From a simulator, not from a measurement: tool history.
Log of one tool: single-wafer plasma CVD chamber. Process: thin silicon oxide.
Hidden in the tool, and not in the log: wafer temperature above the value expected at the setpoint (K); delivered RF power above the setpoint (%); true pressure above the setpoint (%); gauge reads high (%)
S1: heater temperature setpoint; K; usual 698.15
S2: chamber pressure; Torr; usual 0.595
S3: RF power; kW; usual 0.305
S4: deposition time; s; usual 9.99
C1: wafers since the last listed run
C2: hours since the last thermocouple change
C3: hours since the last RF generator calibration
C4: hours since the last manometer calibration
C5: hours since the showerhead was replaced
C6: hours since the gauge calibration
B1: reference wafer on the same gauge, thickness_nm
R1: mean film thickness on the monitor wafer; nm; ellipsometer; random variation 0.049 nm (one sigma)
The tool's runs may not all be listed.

Run 1, day 0.000: usual settings; C1 0; C2 1564.5; C3 696.7; C4 2020.0; C5 4613.5; C6 1069.6; B1 11.595. Result: R1 12.936 nm.
Run 2, day 3.550: usual settings; C1 1427; C2 1649.7; C3 781.9; C4 2105.2; C5 4698.7; C6 1154.8; B1 11.602. Result: R1 12.826 nm.
Run 3, day 4.538: usual settings; C1 396; C2 1673.4; C3 805.6; C4 2128.9; C5 4722.4; C6 1178.5; B1 11.608. Result: R1 12.848 nm.
Run 4, day 5.817: usual settings but S3 0.320 kW; C1 514; C2 1704.1; C3 836.3; C4 2159.6; C5 4753.1; C6 1209.2; B1 11.601. Result: R1 12.888 nm.
At day 6.592: gauge calibrated.
Run 5, day 6.712: usual settings but S3 0.320 kW; C1 360; C2 1725.6; C3 857.8; C4 2181.1; C5 4774.6; C6 2.9; B1 11.588. Result: R1 12.900 nm.
Run 6, day 8.008: usual settings but S3 0.320 kW; C1 520; C2 1756.7; C3 888.9; C4 2212.2; C5 4805.7; C6 34.0; B1 11.597. Result: R1 12.845 nm.
Run 7, day 9.458: usual settings but S2 0.481 Torr; C1 582; C2 1791.5; C3 923.7; C4 2247.0; C5 4840.5; C6 68.8; B1 11.604. Result: R1 11.249 nm.
Run 8, day 10.871: usual settings but S2 0.481 Torr; C1 567; C2 1825.4; C3 957.6; C4 2280.9; C5 4874.4; C6 102.7; B1 11.598. Result: R1 11.282 nm.
At day 11.479: RF generator calibrated.
Run 9, day 11.504: usual settings but S2 0.481 Torr; C1 120; C2 1840.6; C3 0.6; C4 2296.1; C5 4889.6; C6 117.9; B1 11.609. Result: R1 11.531 nm.
Run 10, day 13.004: usual settings; C1 602; C2 1876.6; C3 36.6; C4 2332.1; C5 4925.6; C6 153.9; B1 11.609. Result: R1 12.730 nm.
Run 11, day 17.079: usual settings but S2 0.487 Torr; C1 1638; C2 1974.4; C3 134.4; C4 2429.9; C5 5023.4; C6 251.7; B1 11.593. Result: R1 11.556 nm.
Run 12, day 17.962: usual settings but S3 0.365 kW; C1 355; C2 1995.6; C3 155.6; C4 2451.1; C5 5044.6; C6 272.9; B1 11.592. Result: R1 13.457 nm.
Run 13, day 19.083: usual settings but S1 703.15 K, S2 0.548 Torr, S3 0.365 kW, S4 8.37 s; C1 450; C2 2022.5; C3 182.5; C4 2478.0; C5 5071.5; C6 299.8; B1 11.602. Result: R1 10.766 nm.
At day 20.204: thermocouple changed; heater temperature recalibrated.
Run 14, day 20.225: usual settings but S2 0.672 Torr; C1 324; C2 0.5; C3 209.9; C4 2505.4; C5 5098.9; C6 327.2; B1 11.597. Result: R1 13.620 nm.
Run 15, day 20.975: usual settings but S2 0.727 Torr, S3 0.250 kW, S4 8.51 s; C1 301; C2 18.5; C3 227.9; C4 2523.4; C5 5116.9; C6 345.2; B1 11.594. Result: R1 11.554 nm.
Run 16, day 21.888: usual settings; C1 366; C2 40.4; C3 249.8; C4 2545.3; C5 5138.8; C6 367.1; B1 11.605. Result: R1 12.784 nm.
At day 23.346: showerhead replaced.
Run 17, day 25.258: usual settings; C1 1221; C2 121.3; C3 330.7; C4 2626.2; C5 45.9; C6 448.0; B1 11.607. Result: R1 12.682 nm.
At day 27.125: capacitance manometer re-zeroed and calibrated.
Run 18, day 28.783: usual settings but S2 0.638 Torr, S3 0.350 kW; C1 1282; C2 205.9; C3 415.3; C4 39.8; C5 130.5; C6 532.6; B1 11.600. Result: R1 14.185 nm.
Run 19, day 29.475: usual settings but S1 688.15 K, S2 0.708 Torr; C1 278; C2 222.5; C3 431.9; C4 56.4; C5 147.1; C6 549.2; B1 11.595. Result: R1 14.711 nm.
Run 20, day 30.058: usual settings but S1 688.15 K; C1 234; C2 236.5; C3 445.9; C4 70.4; C5 161.1; C6 563.2; B1 11.599. Result: R1 13.305 nm.

The next listed run, before its measurement:
Run 21, day 31.038: usual settings but S2 0.454 Torr; C1 393; C2 260.0; C3 469.4; C4 93.9; C5 184.6; C6 586.7; B1 ?. Result: R1 ?.

Run 21 gave B1 11.600, R1 11.473 nm.
Without the tool's hidden state the same run would have given R1 11.498 nm.
